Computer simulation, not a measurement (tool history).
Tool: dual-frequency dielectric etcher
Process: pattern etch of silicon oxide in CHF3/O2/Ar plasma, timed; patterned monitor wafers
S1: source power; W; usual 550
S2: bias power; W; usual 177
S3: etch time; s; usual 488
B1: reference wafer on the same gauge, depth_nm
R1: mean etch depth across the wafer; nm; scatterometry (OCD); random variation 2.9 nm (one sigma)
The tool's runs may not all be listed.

run	hour	S1	S2	S3	B1	R1
1	0	550	177	431.5	709.3	777.3
2	32	550	177	488	709.5	872.1
3	93.4	550	177	488	709	869.5
4	138.3	550	177	488	708.9	870.2
5	162.7	450	177	488	708.9	814.3
6	221.6	450	177	488	708.8	810.2
7	255.3	550	177	432.5	709.4	764.1
# hour 280.7: wet clean of the chamber
8	284.1	550	177	488	708.5	885.1
# hour 358.3: upper electrode replaced
9	358.8	550	177	488	708.7	869.8
10	364.7	550	177	488	708.9	877.1
11	422.6	550	177	488	708.9	866.5
12	483.8	550	198	488	708.9	911.6
13	550.7	550	177	488	709.3	858.1
# hour 558.3: source power generator calibrated
# hour 602.3: wet clean of the chamber
14	636.7	430	194	545.5	708.5	942.2
15	696.1	650	213	406.5	709.3	823.1
16	746.9	550	177	488	709.1	866.8
# hour 772.6: bias power generator calibrated
17	778.2	690	156	399	709.1	724.1
# hour 817.5: gauge calibrated
18	915.5	490	221	536.5	708.8	997.6
# hour 964: wet clean of the chamber
19	964.5	550	177	488	708.6	881
20	988.5	610	146	526	709.2	909.8
21	1028	550	177	488	708.8	879.5
22	1066.6	600	150	439.5	708.6	759.4
23	1125.3	670	177	608.5	709	1156.4

5 ways to go on from here, each from the tool as it stands after run 23. What would each give?
A	1125.9	550	177	488	?	?
B	1125.9	550	144	488	?	?
C	1125.9	550	177	611.5	?	?
D	1125.9	630	162	537.5	?	?
E	1125.9	500	212	411	?	?

run	B1	R1
A	709	876.2
B	709	804
C	709	1098
D	709	971.3
E	709	772.9
Without the tool's hidden state the same runs would have given:
run	R1
A	883.1
B	810.3
C	1106.6
D	978.9
E	778.9
